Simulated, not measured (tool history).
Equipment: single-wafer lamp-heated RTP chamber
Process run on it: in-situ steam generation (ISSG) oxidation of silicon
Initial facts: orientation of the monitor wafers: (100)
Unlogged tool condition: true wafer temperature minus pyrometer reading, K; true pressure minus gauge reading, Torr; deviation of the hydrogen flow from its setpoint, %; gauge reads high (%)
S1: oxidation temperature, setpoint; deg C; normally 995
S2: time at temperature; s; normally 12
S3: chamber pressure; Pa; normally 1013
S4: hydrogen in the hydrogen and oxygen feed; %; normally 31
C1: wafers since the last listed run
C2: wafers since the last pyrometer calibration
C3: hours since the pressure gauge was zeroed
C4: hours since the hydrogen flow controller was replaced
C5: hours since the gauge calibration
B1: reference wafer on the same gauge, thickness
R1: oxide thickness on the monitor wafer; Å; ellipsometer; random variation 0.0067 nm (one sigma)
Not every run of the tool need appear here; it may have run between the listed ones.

| run | hour | S1 | S2 | S3 | S4 | C1 | C2 | C3 | C4 | C5 | B1 | R1 |
|---|---|---|---|---|---|---|---|---|---|---|---|---|
| 1 | 0.0 | 995 | 12 | 1013 | 31 | 0 | 2131 | 3427.1 | 4769.5 | 18.2 | 5.139 | 45.18 |
|  | 22.3 | pyrometer window cleaned and pyrometer calibrated |
| 2 | 105.9 | 995 | 12 | 1013 | 31 | 1539 | 1314 | 3533.0 | 4875.4 | 124.1 | 5.144 | 45.01 |
| 3 | 126.2 | 995 | 12 | 1013 | 31 | 319 | 1634 | 3553.3 | 4895.7 | 144.4 | 5.140 | 45.16 |
| 4 | 144.3 | 995 | 12 | 1013 | 31 | 284 | 1918 | 3571.4 | 4913.8 | 162.5 | 5.141 | 45.04 |
|  | 157.1 | pyrometer window cleaned and pyrometer calibrated |
| 5 | 170.1 | 995 | 12 | 1013 | 31 | 279 | 204 | 3597.2 | 4939.6 | 188.3 | 5.139 | 44.87 |
| 6 | 182.4 | 995 | 12 | 1013 | 31 | 193 | 397 | 3609.5 | 4951.9 | 200.6 | 5.139 | 44.93 |
| 7 | 214.6 | 995 | 12 | 1013 | 31 | 506 | 903 | 3641.7 | 4984.1 | 232.8 | 5.140 | 44.99 |
| 8 | 240.6 | 995 | 12 | 1013 | 31 | 408 | 1312 | 3667.7 | 5010.1 | 258.8 | 5.139 | 45.05 |
| 9 | 265.8 | 995 | 12 | 1013 | 31 | 396 | 1708 | 3692.9 | 5035.3 | 284.0 | 5.142 | 45.03 |
| 10 | 300.7 | 995 | 12 | 1013 | 31 | 548 | 2257 | 3727.8 | 5070.2 | 318.9 | 5.141 | 45.05 |
|  | 311.2 | pyrometer window cleaned and pyrometer calibrated |
|  | 325.6 | gauge calibrated |
| 11 | 334.6 | 995 | 12 | 1013 | 31 | 407 | 367 | 3761.7 | 5104.1 | 9.0 | 5.139 | 44.98 |
| 12 | 349.5 | 988 | 14 | 1013 | 22 | 234 | 601 | 3776.6 | 5119.0 | 23.9 | 5.139 | 42.59 |
| 13 | 380.9 | 995 | 8 | 1187 | 31 | 493 | 1095 | 3808.0 | 5150.4 | 55.3 | 5.138 | 37.66 |
| 14 | 393.1 | 980 | 15 | 1013 | 31 | 191 | 1287 | 3820.2 | 5162.6 | 67.5 | 5.143 | 47.03 |
|  | 412.9 | pressure gauge zeroed |
|  | 427.7 | hydrogen flow controller replaced |
| 15 | 428.2 | 995 | 12 | 1013 | 31 | 300 | 1587 | 15.3 | 0.5 | 102.6 | 5.141 | 45.06 |
|  | 445.4 | pyrometer window cleaned and pyrometer calibrated |
| 16 | 445.9 | 995 | 12 | 1013 | 31 | 152 | 7 | 33.0 | 18.2 | 120.3 | 5.142 | 44.84 |
| 17 | 470.3 | 995 | 9 | 1013 | 23 | 383 | 391 | 57.4 | 42.6 | 144.7 | 5.141 | 36.59 |
| 18 | 500.9 | 1002 | 12 | 1013 | 24 | 481 | 872 | 88.0 | 73.2 | 175.3 | 5.142 | 42.88 |
| 19 | 514.2 | 995 | 12 | 1013 | 31 | 209 | 1081 | 101.3 | 86.5 | 188.6 | 5.138 | 45.02 |
| 20 | 526.8 | 995 | 12 | 1013 | 27 | 198 | 1279 | 113.9 | 99.1 | 201.2 | 5.142 | 43.25 |
| 21 | 550.9 | 1008 | 16 | 920 | 32 | 378 | 1658 | 138.0 | 123.2 | 225.3 | 5.137 | 54.01 |
| 22 | 565.9 | 995 | 12 | 1013 | 31 | 235 | 1894 | 153.0 | 138.2 | 240.3 | 5.138 | 45.02 |
|  | 575.5 | pyrometer window cleaned and pyrometer calibrated |
| 23 | 581.8 | 995 | 12 | 1147 | 23 | 124 | 98 | 168.9 | 154.1 | 256.2 | 5.140 | 40.95 |

The tool's hidden state at each run:
true pressure minus gauge reading, Torr: 0 across all the runs
deviation of the hydrogen flow from its setpoint, %: 0 across all the runs
gauge reads high (%): 0 across all the runs
H1: true wafer temperature minus pyrometer reading, K
| run | H1 |
|---|---|
| 1 | 2.5 |
| 2 | 2.12 |
| 3 | 2.27 |
| 4 | 2.35 |
| 5 | 0.965 |
| 6 | 1.4 |
| 7 | 2.11 |
| 8 | 2.42 |
| 9 | 2.59 |
| 10 | 2.72 |
| 11 | 1.36 |
| 12 | 1.76 |
| 13 | 2.3 |
| 14 | 2.43 |
| 15 | 2.65 |
| 16 | 0.154 |
| 17 | 1.14 |
| 18 | 1.84 |
| 19 | 2.02 |
| 20 | 2.16 |
| 21 | 2.33 |
| 22 | 2.4 |
| 23 | 0.402 |

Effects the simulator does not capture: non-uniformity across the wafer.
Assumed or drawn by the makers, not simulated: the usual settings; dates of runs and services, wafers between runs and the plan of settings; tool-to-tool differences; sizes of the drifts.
